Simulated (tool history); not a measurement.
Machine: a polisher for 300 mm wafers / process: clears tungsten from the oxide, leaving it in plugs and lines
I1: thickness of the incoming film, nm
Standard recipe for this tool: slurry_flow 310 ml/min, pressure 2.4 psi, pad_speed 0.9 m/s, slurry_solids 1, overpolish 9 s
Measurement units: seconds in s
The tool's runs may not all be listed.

{"run": 1, "day": 0.0, "slurry_flow": 310, "pressure": 2.4, "pad_speed": 0.9, "slurry_solids": 1, "overpolish": 9, "I1": 406.8, "seconds": 171.6}
{"run": 2, "day": 0.592, "slurry_flow": 310, "pressure": 2.4, "pad_speed": 0.9, "slurry_solids": 1, "overpolish": 9, "I1": 399.3, "seconds": 167.3}
{"run": 3, "day": 1.279, "slurry_flow": 310, "pressure": 2.4, "pad_speed": 0.9, "slurry_solids": 1, "overpolish": 9, "I1": 402.2, "seconds": 179.7}
{"run": 4, "day": 1.921, "slurry_flow": 310, "pressure": 2.4, "pad_speed": 0.9, "slurry_solids": 1, "overpolish": 9, "I1": 404.9, "seconds": 182.5}
{"run": 5, "day": 2.329, "slurry_flow": 310, "pressure": 2.4, "pad_speed": 0.66, "slurry_solids": 1, "overpolish": 9, "I1": 403.7, "seconds": 231.1}
{"day": 2.467, "done": "slurry tank refilled with fresh slurry and peroxide"}
{"run": 6, "day": 3.921, "slurry_flow": 375, "pressure": 2.4, "pad_speed": 0.9, "slurry_solids": 1, "overpolish": 4, "I1": 404.2, "seconds": 163.9}
{"day": 4.058, "done": "slurry nozzle cleaned"}
{"run": 7, "day": 4.571, "slurry_flow": 310, "pressure": 2.4, "pad_speed": 1.08, "slurry_solids": 1, "overpolish": 9, "I1": 397, "seconds": 142.7}
{"run": 8, "day": 5.075, "slurry_flow": 310, "pressure": 3.1, "pad_speed": 0.9, "slurry_solids": 1, "overpolish": 14, "I1": 398.8, "seconds": 152.5}
{"run": 9, "day": 5.625, "slurry_flow": 310, "pressure": 1.8, "pad_speed": 0.76, "slurry_solids": 1, "overpolish": 6, "I1": 401.8, "seconds": 204.6}
{"day": 6.046, "done": "worn pad replaced by a new one"}
{"run": 10, "day": 6.067, "slurry_flow": 310, "pressure": 2.4, "pad_speed": 0.9, "slurry_solids": 1, "overpolish": 11, "I1": 396.9, "seconds": 171.8}
{"run": 11, "day": 6.396, "slurry_flow": 310, "pressure": 3, "pad_speed": 0.9, "slurry_solids": 1, "overpolish": 13, "I1": 402.6, "seconds": 162.9}
{"day": 6.571, "done": "slurry tank refilled with fresh slurry and peroxide"}
{"run": 12, "day": 6.733, "slurry_flow": 340, "pressure": 3.1, "pad_speed": 0.9, "slurry_solids": 1, "overpolish": 9, "I1": 404.8, "seconds": 140.7}
{"run": 13, "day": 7.046, "slurry_flow": 310, "pressure": 2.2, "pad_speed": 0.9, "slurry_solids": 0.7, "overpolish": 9, "I1": 400.3, "seconds": 188.4}
{"run": 14, "day": 7.342, "slurry_flow": 380, "pressure": 2.4, "pad_speed": 0.9, "slurry_solids": 1, "overpolish": 13, "I1": 405.7, "seconds": 159.9}
{"run": 15, "day": 7.971, "slurry_flow": 310, "pressure": 2.4, "pad_speed": 0.9, "slurry_solids": 0.7, "overpolish": 14, "I1": 397.5, "seconds": 180.7}
{"run": 16, "day": 8.696, "slurry_flow": 380, "pressure": 2.4, "pad_speed": 0.9, "slurry_solids": 1, "overpolish": 9, "I1": 399.6, "seconds": 169.3}
{"day": 8.842, "done": "head pressure recalibrated"}
{"run": 17, "day": 9.358, "slurry_flow": 310, "pressure": 2.4, "pad_speed": 0.9, "slurry_solids": 1, "overpolish": 9, "I1": 399.2, "seconds": 169.6}
{"run": 18, "day": 9.683, "slurry_flow": 310, "pressure": 2.4, "pad_speed": 0.68, "slurry_solids": 0.8, "overpolish": 12, "I1": 398.4, "seconds": 212.7}
{"run": 19, "day": 9.996, "slurry_flow": 340, "pressure": 2.4, "pad_speed": 0.9, "slurry_solids": 1, "overpolish": 9, "I1": 395.8, "seconds": 171.8}
{"run": 20, "day": 10.279, "slurry_flow": 210, "pressure": 3.1, "pad_speed": 0.76, "slurry_solids": 1, "overpolish": 7, "I1": 404.5, "seconds": 182.8}
{"day": 10.612, "done": "slurry tank refilled with fresh slurry and peroxide"}
{"run": 21, "day": 10.875, "slurry_flow": 310, "pressure": 2.4, "pad_speed": 0.9, "slurry_solids": 1, "overpolish": 10, "I1": 399, "seconds": 154.8}
{"run": 22, "day": 11.292, "slurry_flow": 370, "pressure": 2.4, "pad_speed": 0.9, "slurry_solids": 0.7, "overpolish": 6, "I1": 399, "seconds": 182.2}
{"run": 23, "day": 11.967, "slurry_flow": 310, "pressure": 2.4, "pad_speed": 0.9, "slurry_solids": 1, "overpolish": 9, "I1": 401.6, "seconds": 165.6}
{"day": 12.467, "done": "worn pad replaced by a new one"}
{"run": 24, "day": 12.488, "slurry_flow": 310, "pressure": 2.7, "pad_speed": 0.78, "slurry_solids": 1.25, "overpolish": 9, "I1": 403.7, "seconds": 170}
{"day": 12.971, "done": "slurry nozzle cleaned"}
{"run": 25, "day": 12.992, "slurry_flow": 410, "pressure": 2.4, "pad_speed": 1.18, "slurry_solids": 1, "overpolish": 9, "I1": 398.4, "seconds": 142.2}
{"run": 26, "day": 13.462, "slurry_flow": 310, "pressure": 2.4, "pad_speed": 0.9, "slurry_solids": 1, "overpolish": 9, "I1": 396.4, "seconds": 168.3}
{"run": 27, "day": 13.933, "slurry_flow": 310, "pressure": 2.4, "pad_speed": 0.9, "slurry_solids": 1, "overpolish": 9, "I1": 392.5, "seconds": 173.4}

Predict each of these 3 candidate next runs independently; none follows another, all start after run 27:
{"run": "A", "day": 13.954, "slurry_flow": 350, "pressure": 2.4, "pad_speed": 0.9, "slurry_solids": 1, "overpolish": 9, "I1": 398.6, "seconds": "?"}
{"run": "B", "day": 13.954, "slurry_flow": 205, "pressure": 1.7, "pad_speed": 1.02, "slurry_solids": 0.75, "overpolish": 9, "I1": 398.6, "seconds": "?"}
{"run": "C", "day": 13.954, "slurry_flow": 310, "pressure": 2.4, "pad_speed": 0.66, "slurry_solids": 0.85, "overpolish": 9, "I1": 398.6, "seconds": "?"}

run=A seconds=172.6
run=B seconds=195.1
run=C seconds=220.3
The same runs, with their run-to-run variation unchanged, on a tool lacking any hidden condition would have given:
run=A seconds=150.6
run=B seconds=170.2
run=C seconds=192.2
